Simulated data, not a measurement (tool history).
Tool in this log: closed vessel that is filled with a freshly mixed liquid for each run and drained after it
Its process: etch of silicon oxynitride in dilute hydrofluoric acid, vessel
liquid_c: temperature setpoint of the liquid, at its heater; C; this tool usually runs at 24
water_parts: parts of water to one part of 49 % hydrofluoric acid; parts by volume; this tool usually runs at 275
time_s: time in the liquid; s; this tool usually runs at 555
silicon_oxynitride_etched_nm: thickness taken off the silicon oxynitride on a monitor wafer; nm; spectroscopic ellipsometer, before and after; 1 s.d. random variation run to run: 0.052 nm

run	hour	liquid_c	water_parts	time_s	read-back film thickness of the silicon oxynitride reference wafer, read on the same gauge (nm)	silicon_oxynitride_etched_nm
1	0	26.5	275	735	80.01	9.8
2	39.6	24	275	555	80.01	6.65
# hour 48.5: hydrofluoric acid flow meter replaced
3	118.7	24	275	555	79.98	7.13
4	205.8	24	235	555	79.99	8.44
5	295.8	24	235	555	80.02	8.28
# hour 303: thermometer replaced
6	368.5	24	275	395	80.02	5.38
7	499.6	24	275	395	79.97	5.18
8	581.6	24	275	395	80.01	5.13
9	715.7	24	220	555	79.99	9.07
10	796.7	21.5	275	555	80	6.1
11	862.6	21.5	275	555	80	6.13
# hour 939.2: hydrofluoric acid flow meter replaced
12	953.2	24	275	555	80.01	7.25
13	1057.3	24	275	555	80.01	7.08
14	1156.5	24	275	645	80.01	8.03
# hour 1198.1: thermometer replaced
15	1232.4	22.5	195	275	80.04	5.27
16	1277.3	24	275	555	80.01	7.6
17	1374.6	21.5	380	240	80.04	1.94
18	1437.6	24	275	325	80.04	4.23
# hour 1512.2: gauge calibrated
19	1538.6	24	275	555	80.01	7.14
20	1589.9	24	190	555	79.98	10.68
# hour 1638.6: hydrofluoric acid flow meter replaced
21	1675.8	22	275	740	79.99	8.94
22	1756.3	24	275	555	79.98	7.37
23	1833.4	28	230	825	80	15.81
24	1892.1	20	175	340	80	6.04
25	1955.7	24	275	380	80.03	4.78
26	2003.1	24	275	555	80.01	6.9
27	2097.6	22.5	155	555	79.97	12.07
# hour 2101.1: thermometer replaced
28	2214.6	26	275	555	80.01	7.71
29	2274.3	26	340	275	79.98	2.92
30	2353.9	20.5	275	810	79.97	8.75
31	2417.8	26.5	375	720	80	6.76
32	2488.7	28.5	220	655	80	12.65

The same runs without the tool's hidden state, with the same run-to-run variation:
The hidden state here: liquid colder than its thermometer reads (K); hydrofluoric acid flow below the setpoint (%); gauge reads high (%).
run	silicon_oxynitride_etched_nm
1	11.6
2	7.95
3	7.82
4	9.46
5	9.47
6	5.64
7	5.58
8	5.63
9	10.27
10	7.04
11	7.18
12	7.84
13	7.84
14	9.09
15	5.49
16	8
17	2.09
18	4.62
19	7.97
20	12.06
21	9.51
22	7.97
23	17.36
24	6.77
25	5.41
26	7.88
27	14.16
28	8.45
29	3.25
30	9.89
31	7.77
32	14.73

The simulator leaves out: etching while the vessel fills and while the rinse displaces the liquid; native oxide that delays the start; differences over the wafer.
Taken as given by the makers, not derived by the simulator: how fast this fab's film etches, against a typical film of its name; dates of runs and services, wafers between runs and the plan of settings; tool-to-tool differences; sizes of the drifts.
